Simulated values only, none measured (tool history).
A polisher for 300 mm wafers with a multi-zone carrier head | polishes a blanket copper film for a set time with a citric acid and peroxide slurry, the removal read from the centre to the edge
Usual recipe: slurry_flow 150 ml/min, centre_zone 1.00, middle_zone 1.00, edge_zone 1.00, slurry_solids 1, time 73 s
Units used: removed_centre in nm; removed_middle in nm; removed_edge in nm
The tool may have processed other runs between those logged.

| run | day | slurry_flow | centre_zone | middle_zone | edge_zone | slurry_solids | time | incoming thickness of the incoming film, nm | removed_centre | removed_middle | removed_edge |
|---|---|---|---|---|---|---|---|---|---|---|---|
| 1 | 0.000 | 150 | 1.00 | 1.00 | 1.00 | 1 | 73 | 652.9 | 158.0 | 160.3 | 156.4 |
| 2 | 0.617 | 150 | 1.00 | 1.03 | 1.00 | 1 | 73 | 665.7 | 154.9 | 160.3 | 154.5 |
|  | 1.000 | worn pad replaced by a new one |
| 3 | 1.812 | 150 | 1.00 | 1.03 | 1.00 | 1 | 73 | 656.5 | 154.2 | 165.2 | 154.8 |
| 4 | 2.771 | 185 | 1.00 | 1.09 | 1.00 | 1 | 73 | 652.6 | 162.9 | 177.4 | 160.9 |
| 5 | 3.738 | 185 | 1.00 | 1.09 | 1.00 | 1 | 73 | 670.2 | 165.0 | 176.1 | 160.0 |
| 6 | 4.979 | 150 | 1.00 | 1.00 | 1.00 | 1 | 73 | 653.7 | 154.6 | 159.1 | 155.2 |
| 7 | 5.567 | 150 | 1.00 | 1.00 | 1.00 | 1 | 73 | 657.1 | 155.4 | 152.0 | 156.3 |
| 8 | 6.825 | 150 | 1.00 | 1.00 | 1.04 | 1 | 82 | 663.2 | 171.3 | 174.2 | 179.0 |
|  | 7.800 | worn pad replaced by a new one |
| 9 | 8.192 | 150 | 1.00 | 1.00 | 1.00 | 1 | 73 | 657.5 | 157.8 | 153.5 | 155.6 |
| 10 | 8.821 | 185 | 1.00 | 1.09 | 1.00 | 1 | 73 | 668.4 | 166.5 | 171.8 | 158.6 |
|  | 9.200 | slurry nozzle cleaned |
| 11 | 9.850 | 150 | 1.00 | 0.91 | 0.91 | 1 | 73 | 655.9 | 154.3 | 148.3 | 152.3 |

Run 12, settings as shown, results not yet in. Your forecast:
| 12 | 10.875 | 200 | 0.91 | 1.00 | 1.00 | 1 | 73 | 659.0 | ? | ? | ? |

{"run 12": {"removed_centre": 149.3, "removed_middle": 160.7, "removed_edge": 160.7}}
The same run, on a tool lacking any hidden state, would have yielded removed_centre 149.3 nm, removed_middle 160.7 nm, removed_edge 160.7 nm.
